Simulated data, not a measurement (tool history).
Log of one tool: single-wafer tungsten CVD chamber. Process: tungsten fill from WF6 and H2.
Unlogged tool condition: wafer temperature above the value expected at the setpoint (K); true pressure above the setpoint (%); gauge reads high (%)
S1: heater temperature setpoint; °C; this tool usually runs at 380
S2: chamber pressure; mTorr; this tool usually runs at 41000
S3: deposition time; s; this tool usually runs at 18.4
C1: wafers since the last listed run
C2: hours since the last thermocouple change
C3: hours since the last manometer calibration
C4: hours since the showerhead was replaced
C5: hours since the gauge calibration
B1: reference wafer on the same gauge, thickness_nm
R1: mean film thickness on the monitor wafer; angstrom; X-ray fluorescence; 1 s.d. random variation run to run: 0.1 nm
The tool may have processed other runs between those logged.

run 1 hour=0.0 | S1=380 S2=48500 S3=18.4 | C1=0 C2=796.6 C3=1352.4 C4=3004.2 C5=1451.5 | B1=38.435 | R1=435.69
run 2 hour=37.2 | S1=380 S2=48500 S3=18.4 | C1=1029 C2=833.8 C3=1389.6 C4=3041.4 C5=1488.7 | B1=38.428 | R1=434.78
run 3 hour=82.4 | S1=380 S2=41000 S3=18.4 | C1=1251 C2=879.0 C3=1434.8 C4=3086.6 C5=1533.9 | B1=38.370 | R1=411.30
-- hour=117.1 showerhead replaced
run 4 hour=117.6 | S1=380 S2=41000 S3=18.4 | C1=753 C2=914.2 C3=1470.0 C4=0.5 C5=1569.1 | B1=38.389 | R1=411.03
run 5 hour=149.3 | S1=380 S2=41000 S3=18.4 | C1=877 C2=945.9 C3=1501.7 C4=32.2 C5=1600.8 | B1=38.429 | R1=408.39
run 6 hour=183.4 | S1=380 S2=41000 S3=18.4 | C1=944 C2=980.0 C3=1535.8 C4=66.3 C5=1634.9 | B1=38.403 | R1=409.64
-- hour=218.1 gauge calibrated
run 7 hour=235.2 | S1=380 S2=41000 S3=18.4 | C1=1434 C2=1031.8 C3=1587.6 C4=118.1 C5=17.1 | B1=38.411 | R1=408.32
run 8 hour=279.5 | S1=380 S2=41000 S3=18.4 | C1=1226 C2=1076.1 C3=1631.9 C4=162.4 C5=61.4 | B1=38.411 | R1=409.61
run 9 hour=341.9 | S1=380 S2=41000 S3=18.4 | C1=1727 C2=1138.5 C3=1694.3 C4=224.8 C5=123.8 | B1=38.397 | R1=410.68
run 10 hour=397.7 | S1=371 S2=41000 S3=18.4 | C1=1544 C2=1194.3 C3=1750.1 C4=280.6 C5=179.6 | B1=38.430 | R1=348.50
run 11 hour=501.4 | S1=380 S2=37000 S3=18.4 | C1=2870 C2=1298.0 C3=1853.8 C4=384.3 C5=283.3 | B1=38.386 | R1=395.54
run 12 hour=535.4 | S1=366 S2=41000 S3=18.4 | C1=941 C2=1332.0 C3=1887.8 C4=418.3 C5=317.3 | B1=38.394 | R1=316.24
run 13 hour=579.6 | S1=380 S2=41000 S3=18.4 | C1=1223 C2=1376.2 C3=1932.0 C4=462.5 C5=361.5 | B1=38.388 | R1=410.16
run 14 hour=647.5 | S1=380 S2=41000 S3=20.6 | C1=1879 C2=1444.1 C3=1999.9 C4=530.4 C5=429.4 | B1=38.409 | R1=457.25
run 15 hour=679.3 | S1=370 S2=32800 S3=18.4 | C1=880 C2=1475.9 C3=2031.7 C4=562.2 C5=461.2 | B1=38.401 | R1=314.54
run 16 hour=740.1 | S1=380 S2=41000 S3=18.4 | C1=1683 C2=1536.7 C3=2092.5 C4=623.0 C5=522.0 | B1=38.399 | R1=408.90
run 17 hour=809.1 | S1=380 S2=41000 S3=18.4 | C1=1910 C2=1605.7 C3=2161.5 C4=692.0 C5=591.0 | B1=38.401 | R1=408.90
run 18 hour=835.0 | S1=372 S2=51200 S3=17.4 | C1=717 C2=1631.6 C3=2187.4 C4=717.9 C5=616.9 | B1=38.421 | R1=361.40
run 19 hour=878.8 | S1=390 S2=33300 S3=15.6 | C1=1212 C2=1675.4 C3=2231.2 C4=761.7 C5=660.7 | B1=38.398 | R1=385.37
-- hour=892.0 capacitance manometer re-zeroed and calibrated
run 20 hour=912.5 | S1=380 S2=41000 S3=18.4 | C1=711 C2=1709.1 C3=20.5 C4=795.4 C5=694.4 | B1=38.387 | R1=409.94
run 21 hour=950.7 | S1=380 S2=41000 S3=18.4 | C1=1057 C2=1747.3 C3=58.7 C4=833.6 C5=732.6 | B1=38.377 | R1=409.72
run 22 hour=998.9 | S1=387 S2=50900 S3=18.4 | C1=1334 C2=1795.5 C3=106.9 C4=881.8 C5=780.8 | B1=38.407 | R1=502.29
-- hour=1014.5 thermocouple changed; heater temperature recalibrated
run 23 hour=1061.3 | S1=388 S2=49600 S3=19.9 | C1=1506 C2=46.8 C3=169.3 C4=944.2 C5=843.2 | B1=38.406 | R1=553.22
run 24 hour=1113.8 | S1=370 S2=41000 S3=18.4 | C1=1453 C2=99.3 C3=221.8 C4=996.7 C5=895.7 | B1=38.416 | R1=343.21
run 25 hour=1157.6 | S1=392 S2=41000 S3=18.4 | C1=1212 C2=143.1 C3=265.6 C4=1040.5 C5=939.5 | B1=38.407 | R1=506.36
run 26 hour=1203.9 | S1=380 S2=41000 S3=21.3 | C1=1281 C2=189.4 C3=311.9 C4=1086.8 C5=985.8 | B1=38.405 | R1=479.35
run 27 hour=1245.5 | S1=386 S2=45800 S3=20.4 | C1=1151 C2=231.0 C3=353.5 C4=1128.4 C5=1027.4 | B1=38.410 | R1=529.32
run 28 hour=1272.2 | S1=380 S2=41000 S3=17.5 | C1=739 C2=257.7 C3=380.2 C4=1155.1 C5=1054.1 | B1=38.400 | R1=392.49
run 29 hour=1329.0 | S1=380 S2=49400 S3=18.4 | C1=1572 C2=314.5 C3=437.0 C4=1211.9 C5=1110.9 | B1=38.394 | R1=440.51
run 30 hour=1376.9 | S1=380 S2=31500 S3=18.4 | C1=1326 C2=362.4 C3=484.9 C4=1259.8 C5=1158.8 | B1=38.404 | R1=375.80
run 31 hour=1402.5 | S1=380 S2=51100 S3=18.4 | C1=708 C2=388.0 C3=510.5 C4=1285.4 C5=1184.4 | B1=38.399 | R1=444.14

Expected results for the next run?
run 32 hour=1462.4 | S1=395 S2=47600 S3=21.6 | C1=1658 C2=447.9 C3=570.4 C4=1345.3 C5=1244.3 | B1=? | R1=?

Run 32 yielded B1 38.401, R1 660.33 angstrom.
Were there no unlogged condition in the tool, this run, its random variation unchanged, would have produced R1 666.42 angstrom.

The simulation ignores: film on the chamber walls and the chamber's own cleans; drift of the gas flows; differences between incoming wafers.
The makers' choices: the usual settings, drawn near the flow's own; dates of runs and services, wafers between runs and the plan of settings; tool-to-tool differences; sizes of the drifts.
